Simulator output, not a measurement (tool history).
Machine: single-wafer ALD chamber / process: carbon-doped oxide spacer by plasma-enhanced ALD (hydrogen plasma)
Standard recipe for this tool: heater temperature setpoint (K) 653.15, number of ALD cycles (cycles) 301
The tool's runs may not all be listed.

run      day  heater temperature setpoint (K)  number of ALD cycles (cycles)  wafers since the last listed run  hours since the last thermocouple change  hours since the gauge calibration  read-back reference wafer on the same gauge, thickness_nm  mean film thickness on the monitor wafer (Å)
  1    0.000                           653.15                            269                                 0                                     521.2                             1627.5                                                     15.400                                        130.24
  2    2.596                           653.15                            269                                63                                     583.5                             1689.8                                                     15.400                                        130.49
  3    7.038                           653.15                            269                               108                                     690.1                             1796.4                                                     15.423                                        129.55
  4    9.888                           641.15                            301                                69                                     758.5                             1864.8                                                     15.399                                        144.46
  5   13.467                           653.15                            301                                87                                     844.4                             1950.7                                                     15.398                                        144.80
  6   16.083                           653.15                            301                                63                                     907.2                             2013.5                                                     15.404                                        145.09
      19.971  -- thermocouple changed; heater temperature recalibrated
  7   27.417                           653.15                            301                               268                                     178.7                             2285.5                                                     15.420                                        145.24
  8   29.779                           653.15                            272                                57                                     235.4                             2342.2                                                     15.406                                        131.65
  9   32.775                           653.15                            348                                73                                     307.3                             2414.1                                                     15.396                                        169.18
 10   36.788                           653.15                            348                                97                                     403.6                             2510.4                                                     15.417                                        168.41
      38.746  -- gauge calibrated
 11   40.229                           653.15                            348                                84                                     486.2                               35.6                                                     15.395                                        168.65
 12   42.792                           653.15                            301                                62                                     547.7                               97.1                                                     15.399                                        144.99
 13   47.183                           665.15                            301                               107                                     653.1                              202.5                                                     15.415                                        145.17
 14   49.333                           665.15                            301                                52                                     704.7                              254.1                                                     15.387                                        144.65
 15   51.192                           665.15                            301                                45                                     749.3                              298.7                                                     15.379                                        145.26
 16   55.179                           663.15                            301                                97                                     845.0                              394.4                                                     15.391                                        144.87
 17   58.342                           653.15                            301                                77                                     920.9                              470.3                                                     15.384                                        144.63
 18   62.725                           653.15                            254                               107                                    1026.1                              575.5                                                     15.394                                        122.45
      64.712  -- thermocouple changed; heater temperature recalibrated
 19   64.733                           661.15                            277                                40                                       0.5                              623.7                                                     15.392                                        133.60
 20   66.117                           659.15                            326                                33                                      33.7                              656.9                                                     15.396                                        157.92
 21   68.217                           653.15                            301                                51                                      84.1                              707.3                                                     15.391                                        145.02
 22   71.479                           653.15                            301                                79                                     162.4                              785.6                                                     15.411                                        145.83
 23   74.092                           661.15                            356                                63                                     225.1                              848.3                                                     15.375                                        172.21
 24   78.279                           653.15                            301                               102                                     325.6                              948.8                                                     15.405                                        145.42
 25   81.108                           647.15                            255                                69                                     393.5                             1016.7                                                     15.402                                        123.47
 26   83.633                           647.15                            336                                61                                     454.1                             1077.3                                                     15.401                                        162.03
 27   86.883                           664.15                            277                                79                                     532.1                             1155.3                                                     15.406                                        133.88
 28   91.817                           653.15                            348                               120                                     650.5                             1273.7                                                     15.397                                        167.16
 29   95.312                           664.15                            301                                85                                     734.4                             1357.6                                                     15.412                                        145.66
 30   99.092                           653.15                            242                                92                                     825.1                             1448.3                                                     15.403                                        115.99
 31  101.033                           653.15                            301                                47                                     871.7                             1494.9                                                     15.399                                        145.46
 32  103.558                           665.15                            277                                61                                     932.3                             1555.5                                                     15.392                                        133.41
 33  105.212                           659.15                            326                                40                                     972.0                             1595.2                                                     15.410                                        157.36

Consider 3 possible next runs. They are alternatives, not a sequence: every one starts from the tool as it was left by run 33. What does each give?
  A  105.250                           653.15                            274                                 0                                     972.9                             1596.1                                                          ?                                             ?
  B  105.250                           653.15                            281                                 0                                     972.9                             1596.1                                                          ?                                             ?
  C  105.250                           663.15                            277                                 0                                     972.9                             1596.1                                                          ?                                             ?

run  read-back reference wafer on the same gauge, thickness_nm  mean film thickness on the monitor wafer (Å)
  A                                                     15.396                                        132.58
  B                                                     15.396                                        135.97
  C                                                     15.396                                        134.03
The same runs, with their run-to-run variation unchanged, on a tool lacking any hidden condition would have given:
run  mean film thickness on the monitor wafer (Å)
  A                                        132.58
  B                                        135.97
  C                                        134.03

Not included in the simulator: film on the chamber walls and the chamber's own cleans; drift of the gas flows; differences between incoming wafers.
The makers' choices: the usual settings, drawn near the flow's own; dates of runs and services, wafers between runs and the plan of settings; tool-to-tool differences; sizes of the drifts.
